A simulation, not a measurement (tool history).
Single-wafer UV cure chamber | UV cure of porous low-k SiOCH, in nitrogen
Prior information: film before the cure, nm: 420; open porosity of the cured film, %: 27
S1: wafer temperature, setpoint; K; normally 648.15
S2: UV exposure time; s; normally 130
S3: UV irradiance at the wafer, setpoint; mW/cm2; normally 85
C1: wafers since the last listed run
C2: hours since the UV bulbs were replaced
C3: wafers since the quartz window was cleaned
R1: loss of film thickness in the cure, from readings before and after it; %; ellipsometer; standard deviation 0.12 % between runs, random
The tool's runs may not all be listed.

run,hour,S1,S2,S3,C1,C2,C3,R1
1,0.0,648.15,130,85,0,2074.0,1157,9.387
2,24.8,648.15,130,85,142,2098.8,1300,9.464
3,95.6,648.15,165,85,407,2169.6,1708,10.447
4,157.4,648.15,130,53,355,2231.4,2063,6.924
5,211.3,648.15,130,53,310,2285.3,2374,6.853
6,283.1,648.15,130,85,413,2357.1,2787,9.076
7,327.6,648.15,130,85,256,2401.6,3043,8.896
8,358.5,648.15,130,85,177,2432.5,3221,9.057
# hour 427.5: UV bulbs replaced
# hour 451.7: quartz window cleaned
9,571.8,648.15,130,85,1135,144.3,691,9.346
10,597.6,653.15,85,62,148,170.1,839,6.030
11,625.9,660.15,55,73,162,198.4,1002,4.980
12,665.5,648.15,165,85,227,238.0,1230,10.667
13,699.7,648.15,130,59,196,272.2,1427,7.450
14,757.7,634.15,175,85,333,330.2,1761,10.461
15,820.4,663.15,170,123,360,392.9,2122,12.699
16,869.5,634.15,130,63,282,442.0,2405,7.327
17,930.4,648.15,130,117,350,502.9,2755,10.647
18,980.9,634.15,130,63,290,553.4,3046,7.412
19,1052.6,632.15,155,85,412,625.1,3459,9.466

Each row is a separate what-if for the run after 19, all from the same tool condition, not one after another. Results?
A,1053.1,648.15,205,85,2,625.6,3462,?
B,1053.1,662.15,155,108,2,625.6,3462,?
C,1053.1,648.15,185,85,2,625.6,3462,?
D,1053.1,656.15,170,117,2,625.6,3462,?

run,R1
A,11.549
B,11.637
C,11.009
D,12.427
What these runs would have given with no unlogged condition in the tool:
run,R1
A,12.421
B,12.510
C,11.873
D,13.312

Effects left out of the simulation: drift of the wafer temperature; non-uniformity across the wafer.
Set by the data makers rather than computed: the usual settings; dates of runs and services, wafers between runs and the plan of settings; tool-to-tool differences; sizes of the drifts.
